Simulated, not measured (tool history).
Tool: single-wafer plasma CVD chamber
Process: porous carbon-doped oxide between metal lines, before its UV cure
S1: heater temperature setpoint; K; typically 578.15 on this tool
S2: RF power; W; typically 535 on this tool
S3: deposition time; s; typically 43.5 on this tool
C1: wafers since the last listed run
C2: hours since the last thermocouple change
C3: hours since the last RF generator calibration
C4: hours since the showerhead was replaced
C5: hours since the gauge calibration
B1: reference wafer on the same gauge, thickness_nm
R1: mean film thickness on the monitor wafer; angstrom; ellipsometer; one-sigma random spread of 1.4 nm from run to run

run,day,S1,S2,S3,C1,C2,C3,C4,C5,B1,R1
1,0.000,578.15,535,43.5,0,843.1,1509.8,2825.4,524.5,242.173,2348.70
2,2.542,578.15,535,43.5,1490,904.1,1570.8,2886.4,585.5,241.869,2345.24
3,5.808,578.15,535,37.9,1915,982.5,1649.2,2964.8,663.9,241.909,2034.50
4,9.296,578.15,535,37.9,2044,1066.2,1732.9,3048.5,747.6,242.418,2044.83
5,11.033,578.15,535,37.9,1018,1107.9,1774.6,3090.2,789.3,241.992,2053.85
6,14.100,578.15,535,50.2,1797,1181.5,1848.2,3163.8,862.9,241.770,2690.99
7,18.250,578.15,535,50.2,2433,1281.1,1947.8,3263.4,962.5,242.129,2652.53
8,21.454,578.15,535,50.2,1878,1358.0,2024.7,3340.3,1039.4,241.800,2700.08
9,23.129,578.15,535,43.5,982,1398.2,2064.9,3380.5,1079.6,241.658,2338.62
10,27.300,578.15,595,46.7,2445,1498.3,2165.0,3480.6,1179.7,241.946,2670.09
11,29.071,578.15,595,46.7,1038,1540.8,2207.5,3523.1,1222.2,242.435,2658.84
12,30.612,578.15,595,46.7,903,1577.8,2244.5,3560.1,1259.2,242.030,2640.93
# day 33.575: RF generator calibrated
13,34.667,578.15,560,43.5,2181,1675.1,26.2,3657.4,1356.5,241.876,2544.71
14,36.708,578.15,535,43.5,1197,1724.1,75.2,3706.4,1405.5,241.769,2450.91
15,40.175,578.15,535,43.5,2032,1807.3,158.4,3789.6,1488.7,241.630,2448.97
16,43.846,570.15,435,43.5,2152,1895.4,246.5,3877.7,1576.8,241.758,2212.34
17,46.783,578.15,535,43.5,1722,1965.9,317.0,3948.2,1647.3,241.938,2472.02
# day 49.304: showerhead replaced
# day 51.054: thermocouple changed; heater temperature recalibrated
18,51.075,578.15,535,43.5,2125,0.5,420.0,42.5,1750.3,242.374,2407.73
19,55.279,578.15,535,43.5,2464,101.4,520.9,143.4,1851.2,241.743,2413.43
20,59.329,563.15,565,41.2,2374,198.6,618.1,240.6,1948.4,242.214,2564.49
# day 59.717: gauge calibrated
21,61.162,569.15,615,40.2,1074,242.6,662.1,284.6,34.7,242.397,2527.82
22,64.958,585.15,610,51.5,2225,333.7,753.2,375.7,125.8,242.074,2961.75
23,68.396,578.15,505,48.7,2015,416.2,835.7,458.2,208.3,242.204,2572.01
24,71.317,568.15,570,38.6,1712,486.3,905.8,528.3,278.4,241.944,2325.38
25,72.979,578.15,535,43.5,974,526.2,945.7,568.2,318.3,241.840,2384.09
26,76.900,578.15,535,43.5,2298,620.3,1039.8,662.3,412.4,242.065,2387.91
27,79.604,574.15,445,43.5,1585,685.2,1104.7,727.2,477.3,241.787,2147.70
28,82.521,566.15,625,37.5,1710,755.2,1174.7,797.2,547.3,241.934,2459.54
29,84.508,589.15,610,36.8,1165,802.9,1222.4,844.9,595.0,242.385,2086.00
30,88.121,578.15,535,37.9,2117,889.6,1309.1,931.6,681.7,242.162,2101.79
31,92.346,578.15,535,49.7,2477,991.0,1410.5,1033.0,783.1,242.119,2693.94
32,95.021,592.15,560,35.2,1568,1055.2,1474.7,1097.2,847.3,241.686,1840.57
33,98.000,578.15,535,43.5,1746,1126.7,1546.2,1168.7,918.8,241.781,2356.96

What does the tool deliver on the next run?
34,101.567,585.15,460,39.3,2091,1212.3,1631.8,1254.3,1004.4,?,?

{"run 34": {"B1": 242.066, "R1": 1864.16}}
If the tool had no hidden condition, the same run with the same run-to-run variation would have returned R1 1936.96 angstrom.

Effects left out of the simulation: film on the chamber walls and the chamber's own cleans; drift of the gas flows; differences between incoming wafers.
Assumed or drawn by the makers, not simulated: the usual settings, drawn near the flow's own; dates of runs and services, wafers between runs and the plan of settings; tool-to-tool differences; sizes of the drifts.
